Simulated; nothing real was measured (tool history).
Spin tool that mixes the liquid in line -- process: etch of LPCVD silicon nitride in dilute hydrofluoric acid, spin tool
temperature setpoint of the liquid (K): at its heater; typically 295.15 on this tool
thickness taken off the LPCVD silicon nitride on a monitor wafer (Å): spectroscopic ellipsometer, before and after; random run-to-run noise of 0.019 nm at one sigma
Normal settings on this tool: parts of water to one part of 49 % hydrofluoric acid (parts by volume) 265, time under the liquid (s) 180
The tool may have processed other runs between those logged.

| run | hour | temperature setpoint of the liquid (K) | parts of water to one part of 49 % hydrofluoric acid (parts by volume) | time under the liquid (s) | wafers since the last listed run | hours since the thermometer was replaced | hours since the hydrofluoric acid flow meter was replaced | hours since the gauge calibration | read-back film thickness of the LPCVD silicon nitride reference wafer, read on the same gauge (nm) | thickness taken off the LPCVD silicon nitride on a monitor wafer (Å) |
|---|---|---|---|---|---|---|---|---|---|---|
| 1 | 0.0 | 295.15 | 265 | 180 | 0 | 1040.6 | 2116.9 | 92.1 | 120.001 | 2.37 |
| 2 | 12.3 | 295.15 | 265 | 180 | 61 | 1052.9 | 2129.2 | 104.4 | 119.976 | 2.33 |
| 3 | 27.4 | 295.15 | 265 | 180 | 74 | 1068.0 | 2144.3 | 119.5 | 119.991 | 2.30 |
| 4 | 34.5 | 298.15 | 200 | 180 | 35 | 1075.1 | 2151.4 | 126.6 | 119.999 | 4.75 |
| 5 | 45.2 | 298.15 | 200 | 180 | 53 | 1085.8 | 2162.1 | 137.3 | 119.998 | 3.87 |
| 6 | 54.4 | 298.15 | 200 | 180 | 45 | 1095.0 | 2171.3 | 146.5 | 120.016 | 4.38 |
| 7 | 72.3 | 295.15 | 265 | 180 | 88 | 1112.9 | 2189.2 | 164.4 | 119.999 | 2.77 |
| 8 | 88.9 | 295.15 | 265 | 180 | 82 | 1129.5 | 2205.8 | 181.0 | 119.981 | 2.56 |
| 9 | 101.7 | 295.15 | 265 | 180 | 63 | 1142.3 | 2218.6 | 193.8 | 120.014 | 2.76 |
| 10 | 111.7 | 295.15 | 325 | 180 | 49 | 1152.3 | 2228.6 | 203.8 | 119.992 | 2.28 |
|  | 118.3 | hydrofluoric acid flow meter replaced |
| 11 | 121.3 | 295.15 | 325 | 180 | 42 | 1161.9 | 3.0 | 213.4 | 119.980 | 2.18 |
| 12 | 137.1 | 298.15 | 265 | 180 | 78 | 1177.7 | 18.8 | 229.2 | 119.974 | 3.08 |
| 13 | 152.2 | 292.15 | 265 | 180 | 74 | 1192.8 | 33.9 | 244.3 | 119.977 | 2.33 |
| 14 | 162.0 | 295.15 | 305 | 260 | 48 | 1202.6 | 43.7 | 254.1 | 119.986 | 3.49 |
| 15 | 178.0 | 295.15 | 265 | 180 | 79 | 1218.6 | 59.7 | 270.1 | 119.998 | 2.32 |
| 16 | 186.4 | 295.15 | 265 | 180 | 41 | 1227.0 | 68.1 | 278.5 | 119.989 | 2.43 |
| 17 | 192.5 | 295.15 | 145 | 130 | 30 | 1233.1 | 74.2 | 284.6 | 119.995 | 3.75 |
|  | 199.5 | thermometer replaced |
| 18 | 200.6 | 292.15 | 265 | 180 | 35 | 1.1 | 82.3 | 292.7 | 120.004 | 2.33 |
|  | 200.9 | gauge calibrated |
| 19 | 216.2 | 295.15 | 265 | 230 | 77 | 16.7 | 97.9 | 15.3 | 120.019 | 3.46 |
| 20 | 232.2 | 295.15 | 370 | 180 | 79 | 32.7 | 113.9 | 31.3 | 119.981 | 1.81 |
| 21 | 252.5 | 291.65 | 340 | 90 | 100 | 53.0 | 134.2 | 51.6 | 119.999 | 0.80 |
| 22 | 305.2 | 295.15 | 190 | 115 | 261 | 105.7 | 186.9 | 104.3 | 119.995 | 2.43 |
| 23 | 316.7 | 299.15 | 365 | 180 | 57 | 117.2 | 198.4 | 115.8 | 119.998 | 2.47 |
| 24 | 357.9 | 295.15 | 265 | 180 | 204 | 158.4 | 239.6 | 157.0 | 119.994 | 2.78 |
| 25 | 371.3 | 295.15 | 320 | 180 | 66 | 171.8 | 253.0 | 170.4 | 119.968 | 2.29 |

Here are 5 independent what-if runs from the current tool condition. What would each one return?
| A | 371.8 | 295.15 | 265 | 180 | 2 | 172.3 | 253.5 | 170.9 | ? | ? |
| B | 371.8 | 298.15 | 165 | 180 | 2 | 172.3 | 253.5 | 170.9 | ? | ? |
| C | 371.8 | 292.65 | 170 | 180 | 2 | 172.3 | 253.5 | 170.9 | ? | ? |
| D | 371.8 | 292.65 | 265 | 180 | 2 | 172.3 | 253.5 | 170.9 | ? | ? |
| E | 371.8 | 295.15 | 335 | 180 | 2 | 172.3 | 253.5 | 170.9 | ? | ? |

| run | read-back film thickness of the LPCVD silicon nitride reference wafer, read on the same gauge (nm) | thickness taken off the LPCVD silicon nitride on a monitor wafer (Å) |
|---|---|---|
| A | 119.987 | 2.82 |
| B | 119.987 | 5.44 |
| C | 119.987 | 3.70 |
| D | 119.987 | 2.40 |
| E | 119.987 | 2.24 |
With the hidden condition removed and each run's random variation left untouched, the same runs would have given:
| run | thickness taken off the LPCVD silicon nitride on a monitor wafer (Å) |
|---|---|
| A | 2.82 |
| B | 5.44 |
| C | 3.70 |
| D | 2.40 |
| E | 2.24 |
